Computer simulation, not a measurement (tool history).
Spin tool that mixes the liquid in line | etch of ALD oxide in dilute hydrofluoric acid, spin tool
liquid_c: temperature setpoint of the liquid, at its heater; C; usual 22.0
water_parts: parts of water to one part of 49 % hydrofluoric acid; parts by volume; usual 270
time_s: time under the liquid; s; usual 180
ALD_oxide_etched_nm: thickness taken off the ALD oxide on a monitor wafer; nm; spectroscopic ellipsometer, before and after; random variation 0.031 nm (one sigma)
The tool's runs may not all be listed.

run   hour  liquid_c  water_parts  time_s  read-back film thickness of the ALD oxide reference wafer, read on the same gauge (nm)  ALD_oxide_etched_nm
  1    0.0      22.0          230     180                                                                                  120.00                 5.69
  2   58.3      21.0          270     180                                                                                  120.01                 4.49
  3   89.3      21.0          270     180                                                                                  119.99                 4.57
  4  148.5      21.0          270     180                                                                                  120.01                 4.59
  5  207.2      20.5          300     180                                                                                  120.01                 3.91
  6  258.5      20.5          300     180                                                                                  120.00                 3.94
  7  318.2      20.5          300     180                                                                                  120.00                 3.96
     345.6  -- thermometer replaced
  8  528.9      22.0          270     180                                                                                  120.02                 5.26
     546.9  -- gauge calibrated
     566.8  -- hydrofluoric acid flow meter replaced
  9  592.5      22.0          270     180                                                                                  120.00                 4.84
 10  637.2      22.0          335     255                                                                                  120.02                 5.30
 11  695.0      25.5          270     270                                                                                  119.99                 8.45
 12  819.0      20.0          150     265                                                                                  119.99                13.71
 13  881.3      22.0          205     270                                                                                  120.00                10.46
 14  939.8      22.0          270     180                                                                                  120.01                 5.02
 15  999.5      20.0          270     180                                                                                  120.01                 4.70

What the log doesn't show, run by run:
gauge reads high (%): 0 in every run
H1: liquid colder than its thermometer reads (K)
H2: hydrofluoric acid flow above the setpoint (%)
run     H1     H2
  1   2.28   2.54
  2   2.32   3.04
  3   2.35   3.31
  4    2.4   3.82
  5   2.45   4.33
  6   2.49   4.77
  7   2.54   5.29
  8  0.272   7.11
  9  0.326  0.356
 10  0.363  0.742
 11  0.412   1.24
 12  0.517   2.31
 13   0.57   2.85
 14  0.619   3.35
 15   0.67   3.87
